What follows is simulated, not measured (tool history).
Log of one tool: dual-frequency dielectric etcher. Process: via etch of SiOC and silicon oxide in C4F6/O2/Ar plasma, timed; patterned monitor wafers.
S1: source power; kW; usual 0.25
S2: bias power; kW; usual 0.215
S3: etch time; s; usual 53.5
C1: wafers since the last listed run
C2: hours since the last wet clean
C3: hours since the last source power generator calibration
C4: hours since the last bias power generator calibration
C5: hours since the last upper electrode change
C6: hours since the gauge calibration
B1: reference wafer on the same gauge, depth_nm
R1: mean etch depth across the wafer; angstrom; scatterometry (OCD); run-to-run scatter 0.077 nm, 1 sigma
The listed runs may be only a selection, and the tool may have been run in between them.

run	day	S1	S2	S3	C1	C2	C3	C4	C5	C6	B1	R1
1	0	0.25	0.25	42.5	0	228.5	4207.5	2601.2	4537.3	622.8	61.4	424
2	2.192	0.25	0.215	53.5	950	281.1	4260.1	2653.8	4589.9	675.4	61.4	509
# day 3.904: wet clean of the chamber
3	4.779	0.25	0.215	53.5	688	21	4322.2	2715.9	4652	737.5	61.4	514
# day 5.425: gauge calibrated
4	7.267	0.25	0.215	53.5	1078	80.7	4381.9	2775.6	4711.7	44.2	61.4	514
5	8.996	0.25	0.215	53.5	749	122.2	4423.4	2817.1	4753.2	85.7	61.4	512
6	10.154	0.25	0.215	53.5	502	150	4451.2	2844.9	4781	113.5	61.4	512
7	11.612	0.25	0.215	53.5	632	185	4486.2	2879.9	4816	148.5	61.4	510
8	14.212	0.25	0.215	53.5	1127	247.4	4548.6	2942.3	4878.4	210.9	61.4	509
9	16.362	0.25	0.215	53.5	932	299	4600.2	2993.9	4930	262.5	61.4	508
10	18.046	0.25	0.215	53.5	729	339.4	4640.6	3034.3	4970.4	302.9	61.4	506
# day 19.958: wet clean of the chamber
11	19.979	0.25	0.215	53.5	404	0.5	4687	3080.7	5016.8	349.3	61.4	516
# day 21.296: source power generator calibrated
12	22.425	0.25	0.215	53.5	988	59.2	27.1	3139.4	5075.5	408	61.4	517
13	24.8	0.25	0.234	53.5	1029	116.2	84.1	3196.4	5132.5	465	61.4	526
14	27.004	0.25	0.215	63	955	169.1	137	3249.3	5185.4	517.9	61.4	605
# day 30.9: gauge calibrated
15	34.088	0.25	0.249	65	3071	339.1	307	3419.3	5355.4	76.5	61.4	643
# day 35.667: wet clean of the chamber
16	35.688	0.29	0.19	49.5	260	0.5	345.4	3457.7	5393.8	114.9	61.4	487
# day 37.588: upper electrode replaced
# day 37.617: bias power generator calibrated
17	37.638	0.22	0.215	48.5	399	47.3	392.2	0.5	1.2	161.7	61.4	448
18	38.65	0.25	0.163	53.5	439	71.6	416.5	24.8	25.5	186	61.4	476
19	41.483	0.25	0.215	53.5	1228	139.6	484.5	92.8	93.5	254	61.4	511
20	44.438	0.25	0.215	53.5	1281	210.5	555.4	163.7	164.4	324.9	61.4	510
21	46.642	0.25	0.215	53.5	955	263.4	608.3	216.6	217.3	377.8	61.4	508
22	49.633	0.25	0.244	38	1297	335.2	680.1	288.4	289.1	449.6	61.4	372
23	51.329	0.27	0.215	53.5	735	375.9	720.8	329.1	329.8	490.3	61.4	515
# day 52.362: wet clean of the chamber
24	54.062	0.25	0.215	53.5	751	40.8	786.4	394.7	395.4	555.9	61.4	513
25	55.417	0.25	0.215	40.5	587	73.3	818.9	427.2	427.9	588.4	61.4	387
26	58.012	0.3	0.261	39.5	1125	135.6	881.2	489.5	490.2	650.7	61.4	420

What if the next run were any one of these 3? Each begins from the tool's condition after run 26:
A	58.029	0.25	0.241	53.5	7	136	881.6	489.9	490.6	651.1	?	?
B	58.029	0.25	0.191	46	7	136	881.6	489.9	490.6	651.1	?	?
C	58.029	0.2	0.235	63.5	7	136	881.6	489.9	490.6	651.1	?	?

run	B1	R1
A	61.4	526
B	61.4	424
C	61.4	581
The same runs, with their run-to-run variation unchanged, on a tool lacking any hidden condition would have given:
run	R1
A	529
B	426
C	584

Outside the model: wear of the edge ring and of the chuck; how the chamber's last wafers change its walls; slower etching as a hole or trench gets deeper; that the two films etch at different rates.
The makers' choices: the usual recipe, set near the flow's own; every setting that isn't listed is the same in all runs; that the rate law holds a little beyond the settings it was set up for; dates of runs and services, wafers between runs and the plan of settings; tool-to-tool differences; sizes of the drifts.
